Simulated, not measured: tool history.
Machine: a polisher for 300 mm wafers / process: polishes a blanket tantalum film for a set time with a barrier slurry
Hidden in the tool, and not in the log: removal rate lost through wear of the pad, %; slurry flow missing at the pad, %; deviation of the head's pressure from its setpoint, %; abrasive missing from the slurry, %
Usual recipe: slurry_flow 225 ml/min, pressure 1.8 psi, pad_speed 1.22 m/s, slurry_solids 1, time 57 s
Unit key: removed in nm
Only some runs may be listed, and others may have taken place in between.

run   hour  slurry_flow  pressure  pad_speed  slurry_solids  time  wafers since the last listed run  wafers polished on this pad  hours since the slurry nozzle was cleaned  hours since the head pressure was calibrated  hours since the slurry blender was calibrated  incoming thickness of the incoming film, nm  removed
  1      0          225         2       1.22              1    57                                 0                          240                                      600.9                                         608.1                                           51.1                                        317.8    108.9
  2   17.2          225       1.8       1.22              1    57                               146                          386                                      618.1                                         625.3                                           68.3                                        316.9    100.6
  3   28.9          225       1.8       1.22              1    57                                99                          486                                      629.8                                           637                                             80                                        321.3     99.9
  4   42.4          225       1.8       1.22            0.8    57                               114                          601                                      643.3                                         650.5                                           93.5                                          326       92
      51.2  -- worn pad replaced by a new one
  5   58.8          225       1.8       1.22              1    57                               105                           64                                      659.7                                         666.9                                          109.9                                        317.1     95.8
  6   97.4          225       1.9       1.22              1    57                               327                          392                                      698.3                                         705.5                                          148.5                                        317.5      101
  7    107          225       1.9       1.22              1    57                                81                          474                                      707.9                                         715.1                                          158.1                                          321     99.1
  8  124.1          225       1.9       1.22              1    57                               145                          619                                        725                                         732.2                                          175.2                                        317.5    100.2
       144  -- worn pad replaced by a new one
  9  175.6          225       1.8       1.22              1    57                               403                          268                                      776.5                                         783.7                                          226.7                                        315.5     92.5
     181.3  -- slurry blender recalibrated
 10  188.3          225       1.8        1.1              1    57                                90                          359                                      789.2                                         796.4                                              7                                        317.1     90.8
     195.2  -- head pressure recalibrated
 11    197          225       1.8       1.22              1    57                                56                          416                                      797.9                                           1.8                                           15.7                                        315.6    101.8
     209.2  -- slurry nozzle cleaned
 12    214          225       1.8       1.22              1    57                               135                          552                                        4.8                                          18.8                                           32.7                                        316.5     98.9
 13  227.5          225       1.8       1.22              1    57                               114                          666                                       18.3                                          32.3                                           46.2                                        318.1     98.6
     238.8  -- worn pad replaced by a new one
 14  242.9          225       1.3       1.22              1    76                                96                           35                                       33.7                                          47.7                                           61.6                                        315.7     99.2
 15  249.4          225       1.5       1.22              1    57                                55                           90                                       40.2                                          54.2                                           68.1                                        316.3     83.3
 16  255.9          260       1.8       1.48              1    57                                55                          145                                       46.7                                          60.7                                           74.6                                          321      121
 17  264.9          185       1.8       1.22              1    57                                76                          222                                       55.7                                          69.7                                           83.6                                          321       97
 18  270.9          225       1.8       1.22              1    76                                50                          273                                       61.7                                          75.7                                           89.6                                        320.4    130.9
 19  307.7          225       1.8       1.22              1    57                               312                          585                                       98.5                                         112.5                                          126.4                                        320.2     96.4
     317.5  -- worn pad replaced by a new one
 20    321          225       2.3       1.22              1    57                                79                           29                                      111.8                                         125.8                                          139.7                                        317.7    119.4
 21  328.3          175       1.6       0.88           1.15    57                                62                           91                                      119.1                                         133.1                                            147                                        318.4     62.4
 22  335.3          250       1.8       1.06              1    41                                59                          151                                      126.1                                         140.1                                            154                                        321.4       60

List, for all runs, the conditions of the tool that the log does not record:
removal rate lost through wear of the pad, %: 0 across all the runs
slurry flow missing at the pad, %: 0 across all the runs
deviation of the head's pressure from its setpoint, %: 0 across all the runs
H1: abrasive missing from the slurry, %
run    H1
  1  6.64
  2  8.54
  3  9.83
  4  11.3
  5  13.1
  6  17.4
  7  18.5
  8  20.4
  9  26.1
 10  3.72
 11  4.68
 12  6.56
 13  8.05
 14  9.76
 15  10.5
 16  11.2
 17  12.2
 18  12.9
 19  16.9
 20  18.4
 21  19.2
 22    20
